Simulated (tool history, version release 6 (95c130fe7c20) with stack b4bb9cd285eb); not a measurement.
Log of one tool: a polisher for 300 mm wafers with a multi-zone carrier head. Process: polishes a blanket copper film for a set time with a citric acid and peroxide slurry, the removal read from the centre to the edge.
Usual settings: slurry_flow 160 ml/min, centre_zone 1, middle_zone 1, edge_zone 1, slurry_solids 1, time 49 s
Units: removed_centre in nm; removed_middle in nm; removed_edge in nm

| run | hour | slurry_flow | centre_zone | middle_zone | edge_zone | slurry_solids | time | incoming thickness of the incoming film, nm | removed_centre | removed_middle | removed_edge |
|---|---|---|---|---|---|---|---|---|---|---|---|
| 1 | 0 | 160 | 1 | 1 | 1 | 1 | 49 | 1114.2 | 96.8 | 92.5 | 93.4 |
|  | 7.1 | centre zone pressure recalibrated |
| 2 | 42.5 | 160 | 1 | 1 | 1 | 1 | 49 | 1129.4 | 92.2 | 91.8 | 93.8 |
|  | 67 | slurry nozzle cleaned |
| 3 | 125.2 | 160 | 1 | 1 | 1 | 1 | 49 | 1128.8 | 93 | 89.4 | 92.3 |
|  | 199.8 | edge zone pressure recalibrated |
| 4 | 268.9 | 160 | 1 | 1 | 1 | 1 | 49 | 1110.8 | 93 | 92.2 | 93.5 |
|  | 319.3 | worn pad replaced by a new one |
| 5 | 334.7 | 160 | 1.12 | 0.9 | 1 | 0.9 | 60 | 1123 | 132.3 | 101.2 | 113.4 |
| 6 | 411.5 | 110 | 0.96 | 1 | 1 | 0.75 | 49 | 1110.7 | 81.4 | 83.8 | 84.7 |
| 7 | 510.8 | 140 | 1.04 | 1 | 1.11 | 1.15 | 49 | 1100.4 | 102.4 | 91.3 | 103 |
|  | 764 | slurry nozzle cleaned |
| 8 | 772.9 | 160 | 1 | 1.04 | 1 | 1 | 33 | 1110.9 | 64 | 63.7 | 62.1 |
|  | 829.6 | edge zone pressure recalibrated |
| 9 | 849.2 | 160 | 1 | 1 | 0.94 | 1.2 | 49 | 1114.1 | 100.4 | 93.8 | 93.1 |
| 10 | 916.8 | 160 | 1.04 | 1.09 | 1.12 | 1 | 36 | 1107.3 | 73.8 | 71.2 | 75.6 |
| 11 | 970.2 | 110 | 1 | 1 | 1 | 1 | 49 | 1103.5 | 91.9 | 88.3 | 92 |
|  | 1001.9 | worn pad replaced by a new one |
| 12 | 1016.6 | 180 | 1 | 1 | 0.92 | 1 | 49 | 1104 | 99.7 | 94.6 | 87.6 |
| 13 | 1086.8 | 160 | 1 | 1 | 1 | 0.9 | 49 | 1112.5 | 95.8 | 91.3 | 90.9 |
|  | 1145.1 | centre zone pressure recalibrated |
| 14 | 1181.8 | 160 | 1 | 1 | 1 | 1 | 49 | 1110.8 | 93.5 | 91.2 | 92 |

The next listed run, before its measurement:
| 15 | 1250.7 | 160 | 1 | 1 | 1 | 1 | 49 | 1135.9 | ? | ? | ? |

removed_centre: 92.6 nm
removed_middle: 94 nm
removed_edge: 92.8 nm
Without the tool's hidden state the same run would have given removed_centre 91.6 nm, removed_middle 94 nm, removed_edge 92.8 nm.

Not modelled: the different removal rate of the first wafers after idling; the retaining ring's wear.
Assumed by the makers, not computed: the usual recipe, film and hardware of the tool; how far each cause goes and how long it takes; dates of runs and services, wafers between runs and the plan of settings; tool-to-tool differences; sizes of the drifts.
